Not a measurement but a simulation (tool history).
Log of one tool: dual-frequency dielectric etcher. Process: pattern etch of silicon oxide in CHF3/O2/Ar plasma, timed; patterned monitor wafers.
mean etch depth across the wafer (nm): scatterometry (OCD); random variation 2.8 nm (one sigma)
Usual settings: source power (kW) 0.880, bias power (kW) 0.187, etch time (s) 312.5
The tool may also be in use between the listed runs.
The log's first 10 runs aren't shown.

run	hour	source power (kW)	bias power (kW)	etch time (s)	wafers since the last listed run	hours since the last wet clean	hours since the last source power generator calibration	hours since the last bias power generator calibration	hours since the last upper electrode change	hours since the gauge calibration	read-back reference wafer on the same gauge, depth_nm	mean etch depth across the wafer (nm)
# hour 288.5: wet clean of the chamber
11	289.0	0.780	0.164	377.5	62	0.5	1901.0	3145.9	3532.3	209.7	653.5	715.6
# hour 303.8: source power generator calibrated
12	304.3	0.880	0.187	312.5	40	15.8	0.5	3161.2	3547.6	225.0	653.9	649.9
13	323.7	0.880	0.187	312.5	70	35.2	19.9	3180.6	3567.0	244.4	653.7	651.1
14	340.8	0.880	0.187	281.5	61	52.3	37.0	3197.7	3584.1	261.5	653.6	583.8
15	362.4	1.030	0.147	236.5	78	73.9	58.6	3219.3	3605.7	283.1	653.8	483.8
16	387.4	0.880	0.144	246.5	90	98.9	83.6	3244.3	3630.7	308.1	653.8	473.8
17	408.8	0.940	0.164	287.0	77	120.3	105.0	3265.7	3652.1	329.5	654.3	588.2
# hour 437.0: upper electrode replaced
# hour 440.5: bias power generator calibrated
18	441.0	1.080	0.156	336.0	17	152.5	137.2	0.5	4.0	361.7	654.9	715.8
19	473.0	0.880	0.187	312.5	115	184.5	169.2	32.5	36.0	393.7	654.2	651.5
20	488.3	1.090	0.187	312.5	55	199.8	184.5	47.8	51.3	409.0	654.1	708.8
21	519.7	0.880	0.187	312.5	113	231.2	215.9	79.2	82.7	440.4	653.9	651.4
22	545.2	1.030	0.213	272.5	92	256.7	241.4	104.7	108.2	465.9	654.2	627.2
23	561.7	0.740	0.187	312.5	59	273.2	257.9	121.2	124.7	482.4	654.0	607.3
24	582.5	0.790	0.187	265.5	75	294.0	278.7	142.0	145.5	503.2	653.5	534.4
25	613.5	0.880	0.200	312.5	111	325.0	309.7	173.0	176.5	534.2	653.5	667.2
26	637.5	0.710	0.226	240.5	86	349.0	333.7	197.0	200.5	558.2	654.1	492.6
# hour 683.3: wet clean of the chamber
27	683.8	0.880	0.187	232.0	80	0.5	380.0	243.3	246.8	604.5	653.3	483.4
28	687.5	0.760	0.170	247.0	13	4.2	383.7	247.0	250.5	608.2	654.2	466.2
29	710.9	0.880	0.212	312.5	84	27.6	407.1	270.4	273.9	631.6	654.5	682.4
30	729.8	1.030	0.170	242.5	68	46.5	426.0	289.3	292.8	650.5	654.6	520.8
31	762.5	0.880	0.187	239.0	118	79.2	458.7	322.0	325.5	683.2	654.3	499.2

Forecast each of these 3 alternatives for the next run:
A	763.0	0.880	0.187	312.5	1	79.7	459.2	322.5	326.0	683.7	?	?
B	763.0	0.770	0.205	268.5	1	79.7	459.2	322.5	326.0	683.7	?	?
C	763.0	0.820	0.187	312.5	1	79.7	459.2	322.5	326.0	683.7	?	?

run	read-back reference wafer on the same gauge, depth_nm	mean etch depth across the wafer (nm)
A	654.2	648.3
B	654.2	545.2
C	654.2	630.7
Without the tool's hidden state the same runs would have given:
run	mean etch depth across the wafer (nm)
A	648.3
B	545.2
C	630.7
